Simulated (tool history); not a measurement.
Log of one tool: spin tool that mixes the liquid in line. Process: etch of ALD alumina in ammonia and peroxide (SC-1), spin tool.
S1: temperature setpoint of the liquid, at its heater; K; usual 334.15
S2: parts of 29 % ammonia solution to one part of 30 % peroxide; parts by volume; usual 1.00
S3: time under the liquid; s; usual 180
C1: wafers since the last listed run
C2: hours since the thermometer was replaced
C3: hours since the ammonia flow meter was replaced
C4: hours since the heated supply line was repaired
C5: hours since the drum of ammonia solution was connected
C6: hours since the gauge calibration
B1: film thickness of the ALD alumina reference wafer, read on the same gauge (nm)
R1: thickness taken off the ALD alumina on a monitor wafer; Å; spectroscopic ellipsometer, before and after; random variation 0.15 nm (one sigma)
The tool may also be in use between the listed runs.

run	hour	S1	S2	S3	C1	C2	C3	C4	C5	C6	B1	R1
1	0.0	326.65	1.00	245	0	1052.5	1375.7	268.2	594.0	843.7	140.00	240.8
# hour 89.2: thermometer replaced
2	90.7	326.65	1.00	245	746	1.5	1466.4	358.9	684.7	934.4	140.01	216.7
3	181.5	326.65	1.00	245	755	92.3	1557.2	449.7	775.5	1025.2	139.99	218.1
# hour 236.6: new drum of ammonia solution connected
4	256.9	334.15	1.00	180	619	167.7	1632.6	525.1	20.3	1100.6	140.01	237.1
5	321.0	334.15	1.00	180	533	231.8	1696.7	589.2	84.4	1164.7	140.00	239.0
6	405.6	334.15	1.00	260	704	316.4	1781.3	673.8	169.0	1249.3	140.01	344.3
7	509.8	334.15	1.00	260	867	420.6	1885.5	778.0	273.2	1353.5	140.00	348.8
8	572.8	334.15	1.00	260	524	483.6	1948.5	841.0	336.2	1416.5	139.98	351.5
# hour 625.5: ammonia flow meter replaced
9	656.1	340.15	1.00	180	684	566.9	30.6	924.3	419.5	1499.8	139.98	330.7
# hour 677.9: heated supply line repaired
10	727.6	340.15	1.00	180	586	638.4	102.1	49.7	491.0	1571.3	140.00	335.5
# hour 736.5: gauge calibrated
11	887.8	341.65	0.65	285	1333	798.6	262.3	209.9	651.2	151.3	140.02	550.1
# hour 1068.9: new drum of ammonia solution connected
12	1174.0	338.15	0.85	180	2373	1084.8	548.5	496.1	105.1	437.5	140.01	304.3
13	1215.1	334.15	1.00	180	342	1125.9	589.6	537.2	146.2	478.6	140.01	256.1
# hour 1242.5: thermometer replaced
14	1264.3	339.65	0.55	115	401	21.8	638.8	586.4	195.4	527.8	140.00	187.7
15	1340.4	334.15	1.00	145	633	97.9	714.9	662.5	271.5	603.9	140.00	191.9
16	1440.9	331.65	1.20	105	836	198.4	815.4	763.0	372.0	704.4	139.98	125.7
17	1492.5	342.15	1.00	275	429	250.0	867.0	814.6	423.6	756.0	140.00	550.0
18	1590.7	334.15	1.15	100	817	348.2	965.2	912.8	521.8	854.2	140.00	136.1
19	1645.4	334.15	1.00	180	455	402.9	1019.9	967.5	576.5	908.9	140.00	241.3
20	1721.2	334.15	1.00	220	630	478.7	1095.7	1043.3	652.3	984.7	139.98	302.4

Forecast each of these 4 alternatives for the next run:
A	1721.7	334.15	1.00	180	4	479.2	1096.2	1043.8	652.8	985.2	?	?
B	1721.7	330.65	1.15	180	4	479.2	1096.2	1043.8	652.8	985.2	?	?
C	1721.7	334.15	1.00	110	4	479.2	1096.2	1043.8	652.8	985.2	?	?
D	1721.7	340.65	1.15	90	4	479.2	1096.2	1043.8	652.8	985.2	?	?

run	B1	R1
A	140.02	244.9
B	140.02	207.5
C	140.02	149.7
D	140.02	171.2
Without the tool's hidden state the same runs would have given:
run	R1
A	232.4
B	196.6
C	142.0
D	162.8
